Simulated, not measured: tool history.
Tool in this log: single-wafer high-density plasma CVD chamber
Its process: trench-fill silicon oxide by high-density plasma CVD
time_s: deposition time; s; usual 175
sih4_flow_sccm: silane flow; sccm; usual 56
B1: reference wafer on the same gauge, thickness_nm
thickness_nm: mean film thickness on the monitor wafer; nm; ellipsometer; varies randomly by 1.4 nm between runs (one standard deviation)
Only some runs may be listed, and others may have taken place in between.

run 1 day=0.000 | time_s=175 sih4_flow_sccm=56 | B1=878.895 | thickness_nm=926.139
run 2 day=0.604 | time_s=175 sih4_flow_sccm=56 | B1=878.716 | thickness_nm=928.376
run 3 day=2.067 | time_s=196 sih4_flow_sccm=64 | B1=878.909 | thickness_nm=1136.599
run 4 day=2.346 | time_s=196 sih4_flow_sccm=64 | B1=879.458 | thickness_nm=1138.384
run 5 day=2.629 | time_s=175 sih4_flow_sccm=56 | B1=879.052 | thickness_nm=927.226
run 6 day=3.346 | time_s=175 sih4_flow_sccm=56 | B1=879.065 | thickness_nm=926.359
run 7 day=3.733 | time_s=175 sih4_flow_sccm=56 | B1=879.342 | thickness_nm=921.828
run 8 day=4.175 | time_s=175 sih4_flow_sccm=62 | B1=879.084 | thickness_nm=995.343
run 9 day=4.608 | time_s=175 sih4_flow_sccm=62 | B1=878.816 | thickness_nm=991.347
run 10 day=4.871 | time_s=175 sih4_flow_sccm=62 | B1=878.595 | thickness_nm=992.637
run 11 day=5.429 | time_s=196 sih4_flow_sccm=56 | B1=879.042 | thickness_nm=1033.626
run 12 day=5.996 | time_s=196 sih4_flow_sccm=56 | B1=879.035 | thickness_nm=1034.784
run 13 day=6.400 | time_s=196 sih4_flow_sccm=56 | B1=878.810 | thickness_nm=1037.464
run 14 day=6.750 | time_s=175 sih4_flow_sccm=56 | B1=879.175 | thickness_nm=922.117
run 15 day=7.467 | time_s=175 sih4_flow_sccm=56 | B1=878.831 | thickness_nm=923.807
run 16 day=8.025 | time_s=175 sih4_flow_sccm=53 | B1=878.934 | thickness_nm=889.874
-- day=8.896 silane flow controller replaced
run 17 day=9.738 | time_s=175 sih4_flow_sccm=53 | B1=879.194 | thickness_nm=933.786
run 18 day=10.088 | time_s=175 sih4_flow_sccm=53 | B1=878.708 | thickness_nm=932.640
run 19 day=10.721 | time_s=199 sih4_flow_sccm=56 | B1=879.223 | thickness_nm=1097.247
run 20 day=11.262 | time_s=175 sih4_flow_sccm=56 | B1=879.222 | thickness_nm=967.969
run 21 day=11.604 | time_s=190 sih4_flow_sccm=56 | B1=879.120 | thickness_nm=1052.396
run 22 day=11.875 | time_s=192 sih4_flow_sccm=50 | B1=879.336 | thickness_nm=983.179
run 23 day=12.192 | time_s=187 sih4_flow_sccm=52 | B1=879.278 | thickness_nm=984.132
-- day=13.408 gauge calibrated
run 24 day=13.646 | time_s=175 sih4_flow_sccm=56 | B1=878.811 | thickness_nm=967.909
run 25 day=14.038 | time_s=161 sih4_flow_sccm=48 | B1=879.008 | thickness_nm=801.406
run 26 day=14.429 | time_s=175 sih4_flow_sccm=56 | B1=878.882 | thickness_nm=966.948
run 27 day=14.850 | time_s=175 sih4_flow_sccm=51 | B1=878.921 | thickness_nm=908.905
run 28 day=15.567 | time_s=175 sih4_flow_sccm=59 | B1=879.204 | thickness_nm=1001.293
run 29 day=15.962 | time_s=199 sih4_flow_sccm=62 | B1=878.815 | thickness_nm=1178.841
run 30 day=16.688 | time_s=175 sih4_flow_sccm=61 | B1=878.983 | thickness_nm=1024.150
run 31 day=17.267 | time_s=175 sih4_flow_sccm=60 | B1=879.029 | thickness_nm=1010.572
run 32 day=17.946 | time_s=175 sih4_flow_sccm=56 | B1=878.900 | thickness_nm=968.080
run 33 day=18.475 | time_s=175 sih4_flow_sccm=56 | B1=878.956 | thickness_nm=967.405
run 34 day=19.042 | time_s=152 sih4_flow_sccm=53 | B1=879.472 | thickness_nm=809.436
run 35 day=19.742 | time_s=175 sih4_flow_sccm=56 | B1=878.618 | thickness_nm=966.325
run 36 day=20.021 | time_s=195 sih4_flow_sccm=56 | B1=878.652 | thickness_nm=1076.017
run 37 day=20.350 | time_s=175 sih4_flow_sccm=56 | B1=879.124 | thickness_nm=966.984
run 38 day=20.738 | time_s=175 sih4_flow_sccm=56 | B1=878.984 | thickness_nm=966.539
run 39 day=21.488 | time_s=209 sih4_flow_sccm=56 | B1=879.327 | thickness_nm=1155.106
run 40 day=21.950 | time_s=175 sih4_flow_sccm=48 | B1=879.228 | thickness_nm=874.530

4 options for the next run, each taken on its own from the tool as it stands now. Forecast them:
run A day=21.967 | time_s=175 sih4_flow_sccm=56 | B1=? | thickness_nm=?
run B day=21.967 | time_s=157 sih4_flow_sccm=49 | B1=? | thickness_nm=?
run C day=21.967 | time_s=205 sih4_flow_sccm=46 | B1=? | thickness_nm=?
run D day=21.967 | time_s=142 sih4_flow_sccm=45 | B1=? | thickness_nm=?

run=A B1=878.939 thickness_nm=968.889
run=B B1=878.939 thickness_nm=795.376
run=C B1=878.939 thickness_nm=997.219
run=D B1=878.939 thickness_nm=681.214
The same runs, with their run-to-run variation unchanged, on a tool lacking any hidden condition would have given:
run=A thickness_nm=964.002
run=B thickness_nm=791.364
run=C thickness_nm=992.189
run=D thickness_nm=677.777
